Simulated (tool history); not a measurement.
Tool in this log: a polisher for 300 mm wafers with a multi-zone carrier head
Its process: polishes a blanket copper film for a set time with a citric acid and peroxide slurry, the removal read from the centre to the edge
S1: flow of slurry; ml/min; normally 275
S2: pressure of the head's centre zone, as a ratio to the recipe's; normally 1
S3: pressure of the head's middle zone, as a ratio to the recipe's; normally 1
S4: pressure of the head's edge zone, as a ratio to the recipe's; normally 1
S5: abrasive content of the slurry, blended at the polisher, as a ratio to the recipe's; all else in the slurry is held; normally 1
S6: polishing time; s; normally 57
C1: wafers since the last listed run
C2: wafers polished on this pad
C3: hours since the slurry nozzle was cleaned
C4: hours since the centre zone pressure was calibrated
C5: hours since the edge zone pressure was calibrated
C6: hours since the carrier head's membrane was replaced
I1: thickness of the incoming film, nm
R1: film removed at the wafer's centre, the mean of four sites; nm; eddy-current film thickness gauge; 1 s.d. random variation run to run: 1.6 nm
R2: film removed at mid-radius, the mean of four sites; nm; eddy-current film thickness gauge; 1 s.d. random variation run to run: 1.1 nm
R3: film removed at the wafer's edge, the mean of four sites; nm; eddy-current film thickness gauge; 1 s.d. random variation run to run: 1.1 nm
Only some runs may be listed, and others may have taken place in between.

run 1 day=0 | S1=275 S2=1 S3=1 S4=1 S5=1 S6=57 | C1=0 C2=2756 C3=535.5 C4=282.6 C5=129.5 C6=1146.8 | I1=921.4 | R1=117 R2=117.5 R3=116.2
-- day=1.129 worn pad replaced by a new one
run 2 day=4.229 | S1=295 S2=1 S3=1 S4=1 S5=1 S6=61 | C1=652 C2=498 C3=637 C4=384.1 C5=231 C6=1248.3 | I1=929.3 | R1=123.1 R2=126.4 R3=127.5
-- day=5.5 slurry nozzle cleaned
-- day=7.146 carrier head's membrane replaced by a new one
run 3 day=7.167 | S1=295 S2=1 S3=1 S4=1 S5=1 S6=61 | C1=431 C2=929 C3=40 C4=454.6 C5=301.5 C6=0.5 | I1=905.6 | R1=122.9 R2=127 R3=128.8
run 4 day=11.496 | S1=275 S2=1 S3=1 S4=1 S5=1 S6=57 | C1=695 C2=1625 C3=143.9 C4=558.5 C5=405.4 C6=104.4 | I1=936.7 | R1=113.6 R2=117.8 R3=116.9
run 5 day=13.696 | S1=275 S2=1 S3=1 S4=1 S5=1 S6=57 | C1=353 C2=1978 C3=196.7 C4=611.3 C5=458.2 C6=157.2 | I1=929.6 | R1=113 R2=116.7 R3=119.5
run 6 day=16.425 | S1=275 S2=1 S3=1 S4=0.95 S5=1 S6=42 | C1=438 C2=2417 C3=262.2 C4=676.8 C5=523.7 C6=222.7 | I1=899.4 | R1=84.7 R2=87.8 R3=84.8
-- day=19.871 centre zone pressure recalibrated
run 7 day=20.488 | S1=275 S2=1 S3=1 S4=1 S5=1 S6=57 | C1=639 C2=3056 C3=359.7 C4=14.8 C5=621.2 C6=320.2 | I1=902.2 | R1=116.4 R2=119.5 R3=117.9
run 8 day=24.117 | S1=275 S2=1 S3=1 S4=1 S5=1 S6=50 | C1=583 C2=3639 C3=446.8 C4=101.9 C5=708.3 C6=407.3 | I1=921.2 | R1=99.4 R2=102.1 R3=103.7
-- day=25.467 worn pad replaced by a new one
-- day=27.379 edge zone pressure recalibrated
run 9 day=27.696 | S1=275 S2=0.97 S3=0.89 S4=1.1 S5=1 S6=51 | C1=534 C2=344 C3=532.7 C4=187.8 C5=7.6 C6=493.2 | I1=932.4 | R1=97.2 R2=97.5 R3=107.5
-- day=29.633 slurry nozzle cleaned
run 10 day=30.246 | S1=360 S2=1 S3=0.95 S4=1 S5=1 S6=57 | C1=402 C2=747 C3=14.7 C4=249 C5=68.8 C6=554.4 | I1=918.8 | R1=116.3 R2=116.3 R3=120.4
run 11 day=32.779 | S1=350 S2=1.12 S3=1 S4=1 S5=1 S6=57 | C1=406 C2=1154 C3=75.5 C4=309.8 C5=129.6 C6=615.2 | I1=913.7 | R1=133.8 R2=119 R3=120.5
run 12 day=37.079 | S1=275 S2=1 S3=1 S4=1 S5=1 S6=57 | C1=690 C2=1845 C3=178.7 C4=413 C5=232.8 C6=718.4 | I1=933.1 | R1=115.5 R2=117.2 R3=117.2
run 13 day=41.579 | S1=275 S2=1 S3=1 S4=1 S5=0.8 S6=76 | C1=722 C2=2568 C3=286.7 C4=521 C5=340.8 C6=826.4 | I1=916 | R1=146.4 R2=150 R3=150.8
run 14 day=43.442 | S1=275 S2=1 S3=1 S4=1 S5=1 S6=57 | C1=299 C2=2867 C3=331.4 C4=565.7 C5=385.5 C6=871.1 | I1=929.9 | R1=116 R2=117.4 R3=118.8
-- day=45.15 worn pad replaced by a new one
run 15 day=46.142 | S1=275 S2=1 S3=1 S4=1 S5=1 S6=57 | C1=406 C2=159 C3=396.2 C4=630.5 C5=450.3 C6=935.9 | I1=913.5 | R1=113.7 R2=120.3 R3=117.3
run 16 day=49.862 | S1=275 S2=1 S3=1 S4=1 S5=1 S6=73 | C1=597 C2=756 C3=485.5 C4=719.8 C5=539.6 C6=1025.2 | I1=921.7 | R1=145.5 R2=151.7 R3=149.4
-- day=52.55 centre zone pressure recalibrated
run 17 day=54.354 | S1=275 S2=1.09 S3=1 S4=1 S5=1.2 S6=49 | C1=708 C2=1465 C3=593.3 C4=43.3 C5=647.4 C6=1133 | I1=912.1 | R1=110.3 R2=106.4 R3=105.7
-- day=55.192 slurry nozzle cleaned
-- day=58.171 edge zone pressure recalibrated
run 18 day=66.746 | S1=275 S2=1 S3=1 S4=0.88 S5=1 S6=57 | C1=1970 C2=3435 C3=277.3 C4=340.7 C5=205.8 C6=1430.4 | I1=924.5 | R1=115.1 R2=118.1 R3=113.1
-- day=67.258 worn pad replaced by a new one
run 19 day=70.567 | S1=275 S2=1 S3=1.1 S4=1.08 S5=1.1 S6=57 | C1=587 C2=531 C3=369 C4=432.4 C5=297.5 C6=1522.1 | I1=920.8 | R1=116.4 R2=129.3 R3=120.1
-- day=74.017 carrier head's membrane replaced by a new one
run 20 day=74.792 | S1=215 S2=1 S3=1 S4=1 S5=1 S6=57 | C1=645 C2=1176 C3=470.4 C4=533.8 C5=398.9 C6=18.6 | I1=899.5 | R1=113 R2=114.3 R3=116.1
run 21 day=77.817 | S1=275 S2=1 S3=1 S4=1 S5=1 S6=57 | C1=485 C2=1662 C3=543 C4=606.4 C5=471.5 C6=91.2 | I1=914.7 | R1=116.6 R2=115.7 R3=117.6

4 options for the next run, each taken on its own from the tool as it stands now. Forecast them:
run A day=77.833 | S1=355 S2=1 S3=1 S4=1 S5=1 S6=57 | C1=2 C2=1665 C3=543.4 C4=606.8 C5=471.9 C6=91.6 | I1=920.1 | R1=? R2=? R3=?
run B day=77.833 | S1=275 S2=1 S3=1 S4=0.96 S5=1.3 S6=50 | C1=2 C2=1665 C3=543.4 C4=606.8 C5=471.9 C6=91.6 | I1=920.1 | R1=? R2=? R3=?
run C day=77.833 | S1=180 S2=1 S3=1 S4=1 S5=1.25 S6=65 | C1=2 C2=1665 C3=543.4 C4=606.8 C5=471.9 C6=91.6 | I1=920.1 | R1=? R2=? R3=?
run D day=77.833 | S1=245 S2=1 S3=1 S4=1 S5=1.2 S6=57 | C1=2 C2=1665 C3=543.4 C4=606.8 C5=471.9 C6=91.6 | I1=920.1 | R1=? R2=? R3=?

run=A R1=119.3 R2=122.1 R3=119
run=B R1=107.3 R2=110.1 R3=106.7
run=C R1=131.9 R2=136 R3=134.6
run=D R1=119.1 R2=122.3 R3=120.1
Had the tool no hidden state, the same runs would have come out as:
run=A R1=119.3 R2=122.1 R3=119
run=B R1=107.3 R2=110.1 R3=106.7
run=C R1=131.9 R2=136 R3=134.6
run=D R1=119.1 R2=122.3 R3=120.1
